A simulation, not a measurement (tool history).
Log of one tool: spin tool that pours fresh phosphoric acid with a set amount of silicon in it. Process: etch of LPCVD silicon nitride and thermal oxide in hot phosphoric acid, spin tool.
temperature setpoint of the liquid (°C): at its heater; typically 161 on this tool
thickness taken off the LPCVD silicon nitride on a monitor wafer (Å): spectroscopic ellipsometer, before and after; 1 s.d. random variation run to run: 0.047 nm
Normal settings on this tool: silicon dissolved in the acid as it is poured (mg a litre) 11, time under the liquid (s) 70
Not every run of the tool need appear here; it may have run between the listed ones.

run	hour	temperature setpoint of the liquid (°C)	silicon dissolved in the acid as it is poured (mg a litre)	time under the liquid (s)	wafers since the last listed run	hours since the thermometer was replaced	hours since the dissolved silicon flow meter was replaced	hours since the heated supply line was repaired	hours since the gauge calibration	read-back film thickness of the LPCVD silicon nitride reference wafer, read on the same gauge (nm)	thickness taken off the LPCVD silicon nitride on a monitor wafer (Å)
1	0	161	11	70	0	144.9	1078	605.1	2177.6	100.01	68.7
2	41.8	161	11	70	479	186.7	1119.8	646.9	2219.4	100.03	68.3
3	112.7	161	11	70	812	257.6	1190.7	717.8	2290.3	99.98	67.5
# hour 142.1: heated supply line repaired
4	179.1	159.5	3	85	749	324	1257.1	37	2356.7	99.98	81.7
5	247	161	11	95	778	391.9	1325	104.9	2424.6	99.99	94.2
6	312.6	164	19	90	751	457.5	1390.6	170.5	2490.2	100.02	98.9
# hour 315: gauge calibrated
# hour 320.7: dissolved silicon flow meter replaced
7	380.6	161	11	70	767	525.5	59.9	238.5	65.6	100.03	68.7
8	429.9	161	11	90	565	574.8	109.2	287.8	114.9	100	90.3
9	473.3	161	11	70	497	618.2	152.6	331.2	158.3	100	68.9
10	522.1	163	11	70	559	667	201.4	380	207.1	100.04	73.1
11	726.9	160	8	80	2347	871.8	406.2	584.8	411.9	100.02	75.6
12	774.6	159.5	11	50	546	919.5	453.9	632.5	459.6	100	46.6
13	835.6	161	11	70	699	980.5	514.9	693.5	520.6	100.04	67.9
# hour 847.7: heated supply line repaired
14	862.8	161	11	70	300	1007.7	542.1	15.1	547.8	100.04	70
15	927	163.5	18.5	70	735	1071.9	606.3	79.3	612	99.99	75.6
16	976.5	161	17	70	567	1121.4	655.8	128.8	661.5	100	70
17	1046.3	162	11	70	800	1191.2	725.6	198.6	731.3	100.02	71.2
# hour 1237.6: thermometer replaced
18	1258.6	159.5	17	70	2422	21	937.9	410.9	943.6	100.01	64.4
19	1289.2	159	11	95	350	51.6	968.5	441.5	974.2	99.96	85.6
20	1319	161	5.5	50	341	81.4	998.3	471.3	1004	100.01	47.9
21	1361.2	159.5	4.5	85	483	123.6	1040.5	513.5	1046.2	100.03	78.9
22	1420.3	159.5	17	70	677	182.7	1099.6	572.6	1105.3	100	64.2
23	1457.7	161	11	70	428	220.1	1137	610	1142.7	99.98	67.8

Branching from run 23: 3 alternative next runs. What would each branch give?
A	1458.1	161	11	70	4	220.5	1137.4	610.4	1143.1	?	?
B	1458.1	161	2	85	4	220.5	1137.4	610.4	1143.1	?	?
C	1458.1	163	19.5	100	4	220.5	1137.4	610.4	1143.1	?	?

run	read-back film thickness of the LPCVD silicon nitride reference wafer, read on the same gauge (nm)	thickness taken off the LPCVD silicon nitride on a monitor wafer (Å)
A	99.99	67.7
B	99.99	82.2
C	99.99	103.4
With the hidden condition removed and each run's random variation left untouched, the same runs would have given:
run	thickness taken off the LPCVD silicon nitride on a monitor wafer (Å)
A	70.7
B	85.8
C	107.9

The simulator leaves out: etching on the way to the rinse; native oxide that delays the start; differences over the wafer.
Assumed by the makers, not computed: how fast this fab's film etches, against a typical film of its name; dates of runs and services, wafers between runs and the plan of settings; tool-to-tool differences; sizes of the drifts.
